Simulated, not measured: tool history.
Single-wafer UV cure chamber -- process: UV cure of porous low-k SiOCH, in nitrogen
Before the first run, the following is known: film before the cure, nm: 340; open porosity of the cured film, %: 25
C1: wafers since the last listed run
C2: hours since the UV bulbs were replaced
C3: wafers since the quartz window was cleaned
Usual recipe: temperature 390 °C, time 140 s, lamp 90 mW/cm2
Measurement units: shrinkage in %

Run 1, day 0.000: usual settings but lamp 74 mW/cm2; C1 0; C2 1970.4; C3 322. Result: shrinkage 8.565 %.
Run 2, day 0.288: usual settings but time 185 s; C1 48; C2 1977.3; C3 371. Result: shrinkage 10.753 %.
Run 3, day 0.842: usual settings but time 185 s; C1 93; C2 1990.6; C3 465. Result: shrinkage 10.688 %.
Run 4, day 1.300: usual settings but time 185 s; C1 77; C2 2001.6; C3 542. Result: shrinkage 10.773 %.
Run 5, day 1.758: usual settings but temperature 395 °C; C1 77; C2 2012.6; C3 620. Result: shrinkage 9.394 %.
Run 6, day 2.167: usual settings but temperature 395 °C; C1 69; C2 2022.4; C3 689. Result: shrinkage 9.434 %.
Run 7, day 2.467: usual settings; C1 50; C2 2029.6; C3 740. Result: shrinkage 9.176 %.
Run 8, day 2.988: usual settings; C1 88; C2 2042.1; C3 828. Result: shrinkage 9.392 %.
Run 9, day 3.500: usual settings; C1 86; C2 2054.4; C3 915. Result: shrinkage 9.005 %.
Run 10, day 3.971: usual settings but lamp 117 mW/cm2; C1 79; C2 2065.7; C3 995. Result: shrinkage 10.280 %.
Run 11, day 4.417: usual settings; C1 75; C2 2076.4; C3 1071. Result: shrinkage 9.008 %.
Run 12, day 5.046: usual settings; C1 106; C2 2091.5; C3 1177. Result: shrinkage 8.756 %.
Run 13, day 5.750: usual settings; C1 119; C2 2108.4; C3 1297. Result: shrinkage 8.618 %.
Run 14, day 6.012: usual settings but temperature 377 °C, time 210 s, lamp 73 mW/cm2; C1 44; C2 2114.7; C3 1341. Result: shrinkage 9.283 %.
Run 15, day 6.738: usual settings but temperature 375 °C; C1 122; C2 2132.1; C3 1464. Result: shrinkage 8.321 %.
At day 7.396: UV bulbs replaced.
At day 7.633: quartz window cleaned.
Run 16, day 7.654: usual settings; C1 58; C2 6.2; C3 3. Result: shrinkage 9.394 %.
Run 17, day 7.671: usual settings but temperature 379 °C, time 80 s; C1 2; C2 6.6; C3 6. Result: shrinkage 6.892 %.
Run 18, day 8.125: usual settings but temperature 379 °C, lamp 108 mW/cm2; C1 76; C2 17.5; C3 83. Result: shrinkage 10.128 %.
Run 19, day 8.754: usual settings; C1 106; C2 32.6; C3 189. Result: shrinkage 9.436 %.
Run 20, day 9.062: usual settings but time 105 s, lamp 61 mW/cm2; C1 52; C2 40.0; C3 242. Result: shrinkage 6.615 %.
Run 21, day 9.654: usual settings but temperature 405 °C, time 120 s, lamp 61 mW/cm2; C1 100; C2 54.2; C3 342. Result: shrinkage 7.261 %.
Run 22, day 10.288: usual settings but temperature 401 °C, lamp 74 mW/cm2; C1 107; C2 69.4; C3 449. Result: shrinkage 8.744 %.
Run 23, day 10.921: usual settings; C1 107; C2 84.6; C3 557. Result: shrinkage 9.318 %.
Run 24, day 11.304: usual settings but lamp 54 mW/cm2; C1 64; C2 93.8; C3 622. Result: shrinkage 6.981 %.
Run 25, day 12.038: usual settings but temperature 405 °C, time 170 s, lamp 119 mW/cm2; C1 124; C2 111.4; C3 746. Result: shrinkage 11.405 %.
Run 26, day 12.500: usual settings but temperature 403 °C, time 220 s, lamp 73 mW/cm2; C1 78; C2 122.5; C3 824. Result: shrinkage 10.430 %.
Run 27, day 12.983: usual settings but temperature 385 °C, time 80 s, lamp 69 mW/cm2; C1 81; C2 134.1; C3 906. Result: shrinkage 5.661 %.

Consider 3 possible next runs. They are alternatives, not a sequence: every one starts from the tool as it was left by run 27. What does each give?
Run A, day 13.004: usual settings; C1 3; C2 134.6; C3 910. Result: shrinkage ?.
Run B, day 13.004: usual settings but temperature 380 °C, lamp 78 mW/cm2; C1 3; C2 134.6; C3 910. Result: shrinkage ?.
Run C, day 13.004: usual settings but lamp 58 mW/cm2; C1 3; C2 134.6; C3 910. Result: shrinkage ?.

run  shrinkage
  A      9.214
  B      8.402
  C      7.296
Stripped of hidden state, with their random variation kept, the same runs would have yielded:
run  shrinkage
  A      9.707
  B      8.886
  C      7.764
